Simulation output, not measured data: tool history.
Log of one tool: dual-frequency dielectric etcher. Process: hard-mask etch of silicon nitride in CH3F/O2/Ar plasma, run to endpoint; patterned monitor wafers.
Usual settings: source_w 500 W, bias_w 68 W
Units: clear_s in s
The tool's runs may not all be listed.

run   hour  source_w  bias_w  wafers since the last listed run  hours since the last wet clean  hours since the last source power generator calibration  hours since the last bias power generator calibration  hours since the last upper electrode change  incoming incoming film thickness, nm  clear_s
  1    0.0       590      68                                 0                           375.8                                                   2013.1                                                 4290.1                                       2993.7                                 42.27     50.9
  2   10.9       590      68                               153                           386.7                                                   2024.0                                                 4301.0                                       3004.6                                 41.54     49.8
  3   19.3       500      68                               118                           395.1                                                   2032.4                                                 4309.4                                       3013.0                                 42.09     55.2
  4   34.2       500      68                               209                           410.0                                                   2047.3                                                 4324.3                                       3027.9                                 42.18     54.6
  5   49.6       500      68                               216                           425.4                                                   2062.7                                                 4339.7                                       3043.3                                 42.41     55.1
  6   63.4       500      68                               194                           439.2                                                   2076.5                                                 4353.5                                       3057.1                                 41.91     54.2
  7   73.2       500      68                               137                           449.0                                                   2086.3                                                 4363.3                                       3066.9                                 42.59     55.0
  8   82.5       500      68                               130                           458.3                                                   2095.6                                                 4372.6                                       3076.2                                 42.23     54.5
  9   97.6       440      64                               212                           473.4                                                   2110.7                                                 4387.7                                       3091.3                                 41.99     59.1
 10  111.7       440      64                               198                           487.5                                                   2124.8                                                 4401.8                                       3105.4                                 42.39     59.8
 11  123.4       500      68                               164                           499.2                                                   2136.5                                                 4413.5                                       3117.1                                 42.39     54.5
 12  135.7       500      68                               173                           511.5                                                   2148.8                                                 4425.8                                       3129.4                                 42.08     54.1
     147.0  -- bias power generator calibrated
 13  150.3       500      68                               149                           526.1                                                   2163.4                                                    3.3                                       3144.0                                 42.55     54.1
 14  163.3       500      68                               182                           539.1                                                   2176.4                                                   16.3                                       3157.0                                 41.89     53.2
     213.6  -- wet clean of the chamber
     219.5  -- upper electrode replaced
 15  220.0       500      68                               378                             6.4                                                   2233.1                                                   73.0                                          0.5                                 42.45     56.5
 16  237.4       500      60                               244                            23.8                                                   2250.5                                                   90.4                                         17.9                                 42.24     59.6
 17  250.7       550      83                               187                            37.1                                                   2263.8                                                  103.7                                         31.2                                 42.02     49.1
 18  267.8       420      80                               240                            54.2                                                   2280.9                                                  120.8                                         48.3                                 41.82     56.3
 19  274.5       390      83                                94                            60.9                                                   2287.6                                                  127.5                                         55.0                                 42.41     58.4
 20  285.2       610      83                               150                            71.6                                                   2298.3                                                  138.2                                         65.7                                 42.15     47.0
 21  295.7       430      68                               147                            82.1                                                   2308.8                                                  148.7                                         76.2                                 42.09     60.5
     314.9  -- source power generator calibrated
 22  320.7       620      78                               295                           107.1                                                      5.8                                                  173.7                                        101.2                                 42.05     47.5
 23  329.5       430      58                               123                           115.9                                                     14.6                                                  182.5                                        110.0                                 42.15     64.7
 24  345.0       500      85                               218                           131.4                                                     30.1                                                  198.0                                        125.5                                 42.17     50.6
 25  359.2       500      68                               199                           145.6                                                     44.3                                                  212.2                                        139.7                                 42.29     55.6
 26  381.4       500      54                               312                           167.8                                                     66.5                                                  234.4                                        161.9                                 42.17     61.6
 27  388.5       530      58                                99                           174.9                                                     73.6                                                  241.5                                        169.0                                 42.18     58.2
 28  405.5       500      68                               239                           191.9                                                     90.6                                                  258.5                                        186.0                                 42.39     56.1
 29  420.2       570      82                               206                           206.6                                                    105.3                                                  273.2                                        200.7                                 42.13     47.9
 30  427.2       620      59                                98                           213.6                                                    112.3                                                  280.2                                        207.7                                 42.46     54.0
 31  469.4       570      51                               593                           255.8                                                    154.5                                                  322.4                                        249.9                                 42.33     58.9
 32  477.8       540      68                               118                           264.2                                                    162.9                                                  330.8                                        258.3                                 42.32     53.1
 33  505.5       380      85                               389                           291.9                                                    190.6                                                  358.5                                        286.0                                 42.67     57.4
 34  521.7       500      68                               227                           308.1                                                    206.8                                                  374.7                                        302.2                                 42.15     54.6
 35  536.1       500      68                               202                           322.5                                                    221.2                                                  389.1                                        316.6                                 42.02     54.9

4 ways to go on from here, each from the tool as it stands after run 35. What would each give?
  A  536.5       500      68                                 5                           322.9                                                    221.6                                                  389.5                                        317.0                                 41.99        ?
  B  536.5       540      59                                 5                           322.9                                                    221.6                                                  389.5                                        317.0                                 41.99        ?
  C  536.5       420      68                                 5                           322.9                                                    221.6                                                  389.5                                        317.0                                 41.99        ?
  D  536.5       410      85                                 5                           322.9                                                    221.6                                                  389.5                                        317.0                                 41.99        ?

run  clear_s
  A     54.7
  B     56.2
  C     59.7
  D     54.6
Without the tool's hidden state the same runs would have given:
run  clear_s
  A     56.2
  B     57.7
  C     61.4
  D     56.1
